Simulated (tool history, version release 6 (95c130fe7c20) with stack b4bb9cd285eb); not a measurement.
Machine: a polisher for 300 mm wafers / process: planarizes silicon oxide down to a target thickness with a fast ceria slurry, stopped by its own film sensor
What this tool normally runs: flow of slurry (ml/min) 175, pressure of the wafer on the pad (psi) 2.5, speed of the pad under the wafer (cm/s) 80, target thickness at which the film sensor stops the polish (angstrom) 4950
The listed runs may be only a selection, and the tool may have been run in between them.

run,hour,flow of slurry (ml/min),pressure of the wafer on the pad (psi),speed of the pad under the wafer (cm/s),target thickness at which the film sensor stops the polish (angstrom),wafers since the last listed run,wafers polished on this pad,hours since the slurry nozzle was cleaned,hours since the head pressure was calibrated,"incoming thickness of the incoming film, nm",time until the film sensor stopped the polish (s)
1,0,160,2.5,80,4950,0,658,249.5,467.5,1224.6,75.7
2,69.2,160,2.5,80,4950,582,1241,318.7,536.7,1211.6,74.2
# hour 137.1: slurry nozzle cleaned
3,154.3,175,2.5,80,4950,708,1949,17.2,621.8,1217.2,74.1
# hour 177.6: worn pad replaced by a new one
4,246.6,175,2.5,80,4950,743,581,109.5,714.1,1207.1,73.6
5,300.8,175,2.5,80,4950,456,1037,163.7,768.3,1213.3,74.6
6,404.9,175,2.5,80,3640,876,1913,267.8,872.4,1209.5,85.2
# hour 461.1: worn pad replaced by a new one
7,505.3,175,2.5,96,4950,811,372,368.2,972.8,1214.9,62
8,542.7,175,2.5,96,4950,314,687,405.6,1010.2,1208.7,62.7
# hour 629: slurry nozzle cleaned
9,640.8,175,2.5,80,4950,817,1504,11.8,1108.3,1223.3,73.9
10,726.4,175,2.5,72,4950,720,2225,97.4,1193.9,1202.1,78.6
# hour 733.6: worn pad replaced by a new one
# hour 761.3: head pressure recalibrated
11,805.5,155,2.5,102,4950,615,588,176.5,44.2,1220.8,60
12,865.6,175,2.5,94,4950,505,1094,236.6,104.3,1221.9,63.4
13,940.2,140,2.5,70,4950,628,1722,311.2,178.9,1208.5,84.2
# hour 964.9: worn pad replaced by a new one
14,1020.5,175,2.5,80,7380,642,468,391.5,259.2,1226.5,49.4
15,1077.3,175,2.5,80,4950,478,946,448.3,316,1199.4,71.6
# hour 1139.7: slurry nozzle cleaned
16,1152,125,2.5,80,3490,620,1566,12.3,390.7,1219.5,89.9
17,1197.6,175,2.5,80,4950,383,1950,57.9,436.3,1225.7,74.5
# hour 1226: worn pad replaced by a new one
18,1254.4,230,3.1,90,6970,444,239,114.7,493.1,1230.3,38.9

How the hidden state differs across the entries between the runs, from the last listed run before each to the first after it:
Run 2 -> run 3: slurry nozzle cleaned (hour 137.1)
  nothing in the hidden state changes from one run to the other
Run 3 -> run 4: worn pad replaced by a new one (hour 177.6)
  nothing in the hidden state changes from one run to the other
Run 6 -> run 7: worn pad replaced by a new one (hour 461.1)
  nothing in the hidden state changes from one run to the other
Run 8 -> run 9: slurry nozzle cleaned (hour 629)
  nothing in the hidden state changes from one run to the other
Run 10 -> run 11: worn pad replaced by a new one (hour 733.6); head pressure recalibrated (hour 761.3)
  nothing in the hidden state changes from one run to the other
Run 13 -> run 14: worn pad replaced by a new one (hour 964.9)
  nothing in the hidden state changes from one run to the other
Run 15 -> run 16: slurry nozzle cleaned (hour 1139.7)
  nothing in the hidden state changes from one run to the other
Run 17 -> run 18: worn pad replaced by a new one (hour 1226)
  nothing in the hidden state changes from one run to the other

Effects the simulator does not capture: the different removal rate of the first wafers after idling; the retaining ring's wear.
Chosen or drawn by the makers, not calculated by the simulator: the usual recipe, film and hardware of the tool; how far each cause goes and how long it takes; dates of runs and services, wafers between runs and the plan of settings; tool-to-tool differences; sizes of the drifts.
